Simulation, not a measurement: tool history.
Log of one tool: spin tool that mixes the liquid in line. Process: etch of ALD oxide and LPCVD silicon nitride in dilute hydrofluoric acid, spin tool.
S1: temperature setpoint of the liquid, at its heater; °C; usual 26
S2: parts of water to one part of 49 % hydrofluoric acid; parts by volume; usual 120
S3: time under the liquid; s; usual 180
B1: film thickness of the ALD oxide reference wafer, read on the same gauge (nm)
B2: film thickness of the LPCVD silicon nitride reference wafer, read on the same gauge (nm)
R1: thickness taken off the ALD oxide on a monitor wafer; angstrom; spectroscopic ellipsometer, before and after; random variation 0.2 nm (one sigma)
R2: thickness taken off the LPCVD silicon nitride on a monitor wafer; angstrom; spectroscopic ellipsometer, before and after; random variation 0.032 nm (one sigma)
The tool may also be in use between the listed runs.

run     day    S1   S2   S3      B1      B2     R1    R2
  1       0    26  120  180  129.99   40.02  220.3  7.19
  2   3.367    26  120  180  130.01  40.027  215.6  6.37
  3   7.533    26  120  210     130   40.05  251.4  7.58
  4  10.838    26  120  210  130.01  40.021  245.3  8.03
  5  14.958    26  120  210  129.96   39.97  247.7  7.75
  6  18.333    26  120  180  129.97  40.021  213.6  6.74
  7  22.133    26  120  180  129.99   40.04  207.6  6.88
  8  24.608  21.5   65  120  130.02  40.022  227.5  5.88
      26.25  -- gauge calibrated
  9  27.883    22  120  115  129.99  40.043  114.2  3.03
 10   29.85    22  120  180  129.97  40.028  180.7  5.32
     31.708  -- hydrofluoric acid flow meter replaced
     31.717  -- thermometer replaced
 11  32.654    26  150  260     130  39.997  258.9  8.75
 12  36.083    26  120  180  129.99  40.026  226.1  8.01
 13  40.142    26  120  180  130.02  40.044  226.9  7.54
 14  43.729    26  145  180  130.01  39.983  181.6  6.21
 15  45.779  29.5  120  180  130.02  39.949  259.5  9.28

5 ways to go on from here, each from the tool as it stands after run 15. What would each give?
  A  45.8  26  120  135   ?   ?   ?   ?
  B  45.8  26  145  260   ?   ?   ?   ?
  C  45.8  28   75  235   ?   ?   ?   ?
  D  45.8  26  120  260   ?   ?   ?   ?
  E  45.8  29   95  260   ?   ?   ?   ?

run      B1     B2     R1     R2
  A  129.98  39.99  173.8   5.81
  B  129.98  39.99  268.7   9.27
  C  129.98  39.99  554.8  18.37
  D  129.98  39.99  334.7  11.19
  E  129.98  39.99    490  17.12
Without the tool's hidden state the same runs would have given:
run     R1     R2
  A  177.4   6.02
  B  274.3    9.6
  C  566.7  19.02
  D  341.7  11.59
  E  500.2  17.72

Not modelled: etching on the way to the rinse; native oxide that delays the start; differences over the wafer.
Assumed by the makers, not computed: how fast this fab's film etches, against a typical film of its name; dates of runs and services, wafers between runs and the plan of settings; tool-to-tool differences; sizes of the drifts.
